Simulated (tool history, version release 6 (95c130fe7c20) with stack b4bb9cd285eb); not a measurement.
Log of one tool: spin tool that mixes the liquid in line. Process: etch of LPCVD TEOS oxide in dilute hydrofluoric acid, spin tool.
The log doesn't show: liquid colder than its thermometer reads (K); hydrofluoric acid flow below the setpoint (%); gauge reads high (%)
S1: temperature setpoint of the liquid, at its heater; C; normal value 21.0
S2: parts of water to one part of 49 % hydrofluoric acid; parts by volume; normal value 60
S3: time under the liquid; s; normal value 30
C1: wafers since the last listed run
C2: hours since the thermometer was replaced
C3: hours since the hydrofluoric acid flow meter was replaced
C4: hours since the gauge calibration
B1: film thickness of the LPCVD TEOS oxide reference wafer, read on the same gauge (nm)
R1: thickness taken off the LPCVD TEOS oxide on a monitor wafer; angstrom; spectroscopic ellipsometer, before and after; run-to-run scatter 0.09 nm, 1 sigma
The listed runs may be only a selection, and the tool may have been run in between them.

run 1 hour=0.0 | S1=21.0 S2=40 S3=30 | C1=0 C2=1379.9 C3=792.0 C4=951.9 | B1=100.04 | R1=221.7
run 2 hour=55.7 | S1=21.0 S2=40 S3=30 | C1=426 C2=1435.6 C3=847.7 C4=1007.6 | B1=99.98 | R1=222.8
-- hour=79.6 gauge calibrated
run 3 hour=104.8 | S1=21.0 S2=40 S3=30 | C1=376 C2=1484.7 C3=896.8 C4=25.2 | B1=100.01 | R1=221.4
run 4 hour=198.9 | S1=21.0 S2=60 S3=30 | C1=721 C2=1578.8 C3=990.9 C4=119.3 | B1=99.99 | R1=143.1
run 5 hour=252.8 | S1=21.0 S2=60 S3=30 | C1=413 C2=1632.7 C3=1044.8 C4=173.2 | B1=99.99 | R1=144.4
run 6 hour=358.0 | S1=21.0 S2=60 S3=30 | C1=806 C2=1737.9 C3=1150.0 C4=278.4 | B1=99.97 | R1=144.1
run 7 hour=441.7 | S1=21.0 S2=60 S3=30 | C1=641 C2=1821.6 C3=1233.7 C4=362.1 | B1=99.97 | R1=144.1
run 8 hour=519.9 | S1=23.5 S2=60 S3=30 | C1=599 C2=1899.8 C3=1311.9 C4=440.3 | B1=100.00 | R1=158.4
run 9 hour=618.4 | S1=23.5 S2=60 S3=30 | C1=754 C2=1998.3 C3=1410.4 C4=538.8 | B1=100.02 | R1=159.9
run 10 hour=708.8 | S1=21.0 S2=60 S3=30 | C1=692 C2=2088.7 C3=1500.8 C4=629.2 | B1=99.96 | R1=142.5
run 11 hour=806.4 | S1=22.5 S2=60 S3=30 | C1=747 C2=2186.3 C3=1598.4 C4=726.8 | B1=100.00 | R1=152.1
run 12 hour=874.2 | S1=22.5 S2=60 S3=30 | C1=519 C2=2254.1 C3=1666.2 C4=794.6 | B1=100.03 | R1=151.8
run 13 hour=910.8 | S1=21.0 S2=60 S3=30 | C1=280 C2=2290.7 C3=1702.8 C4=831.2 | B1=99.97 | R1=143.0
run 14 hour=1104.4 | S1=25.5 S2=80 S3=20 | C1=1483 C2=2484.3 C3=1896.4 C4=1024.8 | B1=99.99 | R1=84.1
run 15 hour=1142.3 | S1=18.5 S2=85 S3=40 | C1=290 C2=2522.2 C3=1934.3 C4=1062.7 | B1=100.01 | R1=116.8
-- hour=1156.7 gauge calibrated
run 16 hour=1178.6 | S1=23.0 S2=70 S3=15 | C1=278 C2=2558.5 C3=1970.6 C4=21.9 | B1=100.00 | R1=65.9
run 17 hour=1238.2 | S1=21.0 S2=60 S3=30 | C1=456 C2=2618.1 C3=2030.2 C4=81.5 | B1=99.94 | R1=142.7
run 18 hour=1334.9 | S1=21.0 S2=85 S3=15 | C1=740 C2=2714.8 C3=2126.9 C4=178.2 | B1=99.98 | R1=48.7
run 19 hour=1402.3 | S1=22.5 S2=70 S3=35 | C1=516 C2=2782.2 C3=2194.3 C4=245.6 | B1=100.00 | R1=149.7
-- hour=1444.1 thermometer replaced
run 20 hour=1506.9 | S1=21.0 S2=60 S3=30 | C1=793 C2=62.8 C3=2298.9 C4=350.2 | B1=99.98 | R1=148.6
run 21 hour=1572.0 | S1=19.0 S2=40 S3=30 | C1=498 C2=127.9 C3=2364.0 C4=415.3 | B1=100.03 | R1=208.0
run 22 hour=1652.7 | S1=21.0 S2=60 S3=30 | C1=618 C2=208.6 C3=2444.7 C4=496.0 | B1=100.00 | R1=146.6
-- hour=1694.5 hydrofluoric acid flow meter replaced
run 23 hour=1732.0 | S1=17.0 S2=45 S3=40 | C1=599 C2=287.9 C3=37.5 C4=575.3 | B1=99.99 | R1=222.3
run 24 hour=1827.4 | S1=21.0 S2=60 S3=30 | C1=730 C2=383.3 C3=132.9 C4=670.7 | B1=99.99 | R1=146.1
run 25 hour=1914.3 | S1=21.0 S2=60 S3=30 | C1=665 C2=470.2 C3=219.8 C4=757.6 | B1=100.00 | R1=146.4
run 26 hour=2068.4 | S1=17.0 S2=60 S3=35 | C1=1180 C2=624.3 C3=373.9 C4=911.7 | B1=100.02 | R1=141.9
run 27 hour=2124.9 | S1=21.0 S2=90 S3=30 | C1=432 C2=680.8 C3=430.4 C4=968.2 | B1=99.99 | R1=93.9

Branching from run 27: 4 alternative next runs. What would each branch give?
run A hour=2125.3 | S1=21.0 S2=60 S3=20 | C1=3 C2=681.2 C3=430.8 C4=968.6 | B1=? | R1=?
run B hour=2125.3 | S1=23.0 S2=50 S3=30 | C1=3 C2=681.2 C3=430.8 C4=968.6 | B1=? | R1=?
run C hour=2125.3 | S1=18.5 S2=60 S3=30 | C1=3 C2=681.2 C3=430.8 C4=968.6 | B1=? | R1=?
run D hour=2125.3 | S1=21.0 S2=35 S3=15 | C1=3 C2=681.2 C3=430.8 C4=968.6 | B1=? | R1=?

run=A B1=100.01 R1=97.6
run=B B1=100.01 R1=193.4
run=C B1=100.01 R1=131.7
run=D B1=100.01 R1=129.4
Stripped of hidden state, with their random variation kept, the same runs would have yielded:
run=A R1=99.0
run=B R1=196.1
run=C R1=133.6
run=D R1=131.3
